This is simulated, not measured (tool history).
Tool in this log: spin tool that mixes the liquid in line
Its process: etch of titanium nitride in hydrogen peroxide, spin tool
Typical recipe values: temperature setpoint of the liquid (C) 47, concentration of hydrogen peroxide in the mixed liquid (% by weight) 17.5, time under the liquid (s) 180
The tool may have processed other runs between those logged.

run	hour	temperature setpoint of the liquid (C)	concentration of hydrogen peroxide in the mixed liquid (% by weight)	time under the liquid (s)	wafers since the last listed run	hours since the thermometer was replaced	hours since the peroxide flow meter was replaced	hours since the heated supply line was repaired	hours since the drum of peroxide was connected	hours since the gauge calibration	read-back film thickness of the titanium nitride reference wafer, read on the same gauge (nm)	thickness taken off the titanium nitride on a monitor wafer (Å)
1	0	47	17.5	180	0	303.7	135.7	2644.7	279	700.3	119.99	87.8
2	39.7	47	17.5	180	299	343.4	175.4	2684.4	318.7	740	119.99	88.4
# hour 58.3: new drum of peroxide connected
3	107.9	47	17.5	180	507	411.6	243.6	2752.6	49.6	808.2	119.99	87.2
4	155.7	43	19	180	360	459.4	291.4	2800.4	97.4	856	120.01	64.6
5	230.4	43	19	180	564	534.1	366.1	2875.1	172.1	930.7	120.05	64.7
6	295.7	43	19	180	493	599.4	431.4	2940.4	237.4	996	120.02	64.8
# hour 339.4: peroxide flow meter replaced
7	354.3	47	17.5	180	434	658	14.9	2999	296	1054.6	119.99	86.9
# hour 373.2: new drum of peroxide connected
8	426.7	47	17.5	180	539	730.4	87.3	3071.4	53.5	1127	119.97	85.3
9	518.6	47	17.5	180	693	822.3	179.2	3163.3	145.4	1218.9	119.99	85
10	592	47	17.5	275	554	895.7	252.6	3236.7	218.8	1292.3	120.03	129.8
11	631.6	47	17.5	180	299	935.3	292.2	3276.3	258.4	1331.9	120	85.5
# hour 708.7: new drum of peroxide connected
12	733.5	40	20	80	761	1037.2	394.1	3378.2	24.8	1433.8	119.98	22.5
# hour 743.5: gauge calibrated
# hour 764: peroxide flow meter replaced
13	792.8	47	17.5	180	440	1096.5	28.8	3437.5	84.1	49.3	120.03	83.8
14	830.6	43	19	180	285	1134.3	66.6	3475.3	121.9	87.1	120	63.1
# hour 834.1: thermometer replaced
15	932.6	39	22.5	285	762	98.5	168.6	3577.3	223.9	189.1	119.99	76.8
# hour 956: heated supply line repaired
16	1017.9	43	17.5	285	636	183.8	253.9	61.9	309.2	274.4	120.02	112.6
17	1100.1	44	15.5	245	620	266	336.1	144.1	391.4	356.6	120	99.7
# hour 1103.7: new drum of peroxide connected
18	1151.5	49.5	16	285	380	317.4	387.5	195.5	47.8	408	120	177.3
# hour 1183.2: peroxide flow meter replaced
19	1235.8	39	14	250	629	401.7	52.6	279.8	132.1	492.3	120.01	67.3

What if the next run were any one of these 3? Each begins from the tool's condition after run 19:
A	1236.3	47	17.5	180	3	402.2	53.1	280.3	132.6	492.8	?	?
B	1236.3	47	21	245	3	402.2	53.1	280.3	132.6	492.8	?	?
C	1236.3	47	22	180	3	402.2	53.1	280.3	132.6	492.8	?	?

run	read-back film thickness of the titanium nitride reference wafer, read on the same gauge (nm)	thickness taken off the titanium nitride on a monitor wafer (Å)
A	120.01	94.6
B	120.01	133.9
C	120.01	99.4
Had the tool no hidden state, the same runs would have come out as:
run	thickness taken off the titanium nitride on a monitor wafer (Å)
A	97.5
B	138
C	102.4
